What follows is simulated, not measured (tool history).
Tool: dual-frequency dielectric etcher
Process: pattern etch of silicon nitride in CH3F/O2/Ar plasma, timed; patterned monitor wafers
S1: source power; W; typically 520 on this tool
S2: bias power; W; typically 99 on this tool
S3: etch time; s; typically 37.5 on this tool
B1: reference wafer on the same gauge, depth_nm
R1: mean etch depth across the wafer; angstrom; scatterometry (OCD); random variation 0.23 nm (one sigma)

run     day   S1   S2    S3     B1     R1
  1       0  520   94  37.5  31.19  334.2
  2    3.75  520   99  37.5  31.17  339.4
      6.346  -- wet clean of the chamber
  3   7.496  520   99  37.5  31.23    343
  4   9.892  520   99  37.5  31.21  346.9
  5  12.254  520   99  37.5  31.18  344.2
  6  15.425  520   99  37.5  31.15  335.8
     22.762  -- source power generator calibrated
  7  23.042  520   99  37.5  31.16  336.5
     23.225  -- gauge calibrated
  8  25.854  580   99  37.5  31.22  356.9
  9  28.354  520   99  37.5  31.21  335.3
 10  31.096  520   99    42  31.14    375
     32.438  -- wet clean of the chamber
 11  34.583  520   99  37.5  31.17  325.4
     36.317  -- upper electrode replaced
 12  37.642  450   99  42.5  31.24  344.2
 13  39.592  520  114    30  31.29  278.3
     42.354  -- bias power generator calibrated
     42.533  -- wet clean of the chamber, repeated, since the last time left the tool worse
 14  42.554  520   99    46  31.16  425.2
 15  45.608  610   79  27.5  31.19  242.7
 16  47.588  610  118  37.5  31.16  396.6
 17  49.396  520   99    47  31.16  428.1
 18  52.346  420   99  32.5  31.16  273.8
 19  53.938  650  111  31.5  31.17  327.4
 20  56.408  520   99  37.5  31.19  335.3

Predict each of these 4 candidate next runs independently; none follows another, all start after run 20:
  A  56.425  520   99  37.5   ?   ?
  B  56.425  400  108  41.5   ?   ?
  C  56.425  520   99    28   ?   ?
  D  56.425  600   90    33   ?   ?

run     B1     R1
  A  31.11    340
  B  31.11  352.4
  C  31.11  253.8
  D  31.11  303.5
Without the tool's unlogged condition, the same runs would have read:
run     R1
  A  346.6
  B  359.2
  C  258.8
  D  309.4
